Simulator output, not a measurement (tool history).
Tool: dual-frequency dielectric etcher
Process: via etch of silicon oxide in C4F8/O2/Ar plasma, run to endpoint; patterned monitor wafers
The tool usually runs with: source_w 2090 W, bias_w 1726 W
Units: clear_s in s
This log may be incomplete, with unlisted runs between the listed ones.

| run | hour | source_w | bias_w | wafers since the last listed run | hours since the last wet clean | hours since the last source power generator calibration | hours since the last bias power generator calibration | hours since the last upper electrode change | incoming incoming film thickness, nm | clear_s |
|---|---|---|---|---|---|---|---|---|---|---|
| 1 | 0 | 2090 | 1474 | 0 | 118.9 | 3333.8 | 1266.4 | 5490.8 | 1376.1 | 276.2 |
| 2 | 52.1 | 1700 | 1974 | 345 | 171 | 3385.9 | 1318.5 | 5542.9 | 1361.5 | 271.1 |
| 3 | 87 | 2450 | 1493 | 231 | 205.9 | 3420.8 | 1353.4 | 5577.8 | 1381.9 | 264.2 |
| 4 | 174.1 | 2450 | 1493 | 577 | 293 | 3507.9 | 1440.5 | 5664.9 | 1357.8 | 258.5 |
| 5 | 218.3 | 2450 | 1493 | 292 | 337.2 | 3552.1 | 1484.7 | 5709.1 | 1373.2 | 262.2 |
|  | 260.2 | source power generator calibrated |
| 6 | 260.7 | 2090 | 1726 | 254 | 379.6 | 0.5 | 1527.1 | 5751.5 | 1360.9 | 266.4 |
| 7 | 301.2 | 2090 | 1726 | 268 | 420.1 | 41 | 1567.6 | 5792 | 1355.4 | 265.6 |
| 8 | 343.7 | 2090 | 1726 | 281 | 462.6 | 83.5 | 1610.1 | 5834.5 | 1374.7 | 270.7 |
|  | 389.2 | wet clean of the chamber |
| 9 | 389.7 | 2090 | 1726 | 145 | 0.5 | 129.5 | 1656.1 | 5880.5 | 1368.5 | 243.3 |
| 10 | 413.7 | 2090 | 1726 | 159 | 24.5 | 153.5 | 1680.1 | 5904.5 | 1370.3 | 244.5 |
| 11 | 477.9 | 1590 | 2027 | 425 | 88.7 | 217.7 | 1744.3 | 5968.7 | 1364.3 | 255.1 |
| 12 | 508.7 | 2480 | 1887 | 204 | 119.5 | 248.5 | 1775.1 | 5999.5 | 1359.7 | 225.2 |
|  | 560.1 | upper electrode replaced |
|  | 576.2 | wet clean of the chamber, repeated, since the last time left the tool worse |
| 13 | 576.7 | 1910 | 1955 | 184 | 0.5 | 316.5 | 1843.1 | 16.6 | 1371.4 | 259.2 |
|  | 610 | bias power generator calibrated |
| 14 | 615.8 | 1770 | 1726 | 232 | 39.6 | 355.6 | 5.8 | 55.7 | 1389.5 | 279.8 |
| 15 | 644.4 | 2560 | 1323 | 189 | 68.2 | 384.2 | 34.4 | 84.3 | 1369.2 | 261.2 |
| 16 | 712.3 | 1910 | 1547 | 450 | 136.1 | 452.1 | 102.3 | 152.2 | 1363.8 | 281.1 |
| 17 | 768.3 | 2560 | 1323 | 371 | 192.1 | 508.1 | 158.3 | 208.2 | 1365.2 | 266.9 |
| 18 | 835.9 | 2090 | 1726 | 448 | 259.7 | 575.7 | 225.9 | 275.8 | 1382.2 | 272.7 |

Consider 5 possible next runs. They are alternatives, not a sequence: every one starts from the tool as it was left by run 18. What does each give?
| A | 836.4 | 2410 | 1726 | 3 | 260.2 | 576.2 | 226.4 | 276.3 | 1368.6 | ? |
| B | 836.4 | 2540 | 1430 | 3 | 260.2 | 576.2 | 226.4 | 276.3 | 1368.6 | ? |
| C | 836.4 | 1870 | 1909 | 3 | 260.2 | 576.2 | 226.4 | 276.3 | 1368.6 | ? |
| D | 836.4 | 2090 | 1351 | 3 | 260.2 | 576.2 | 226.4 | 276.3 | 1368.6 | ? |
| E | 836.4 | 1820 | 1726 | 3 | 260.2 | 576.2 | 226.4 | 276.3 | 1368.6 | ? |

| run | clear_s |
|---|---|
| A | 253.3 |
| B | 262.5 |
| C | 267.6 |
| D | 285.4 |
| E | 278.3 |
With the hidden condition removed and each run's random variation left untouched, the same runs would have given:
| run | clear_s |
|---|---|
| A | 248.5 |
| B | 257.6 |
| C | 262.6 |
| D | 280 |
| E | 273.1 |
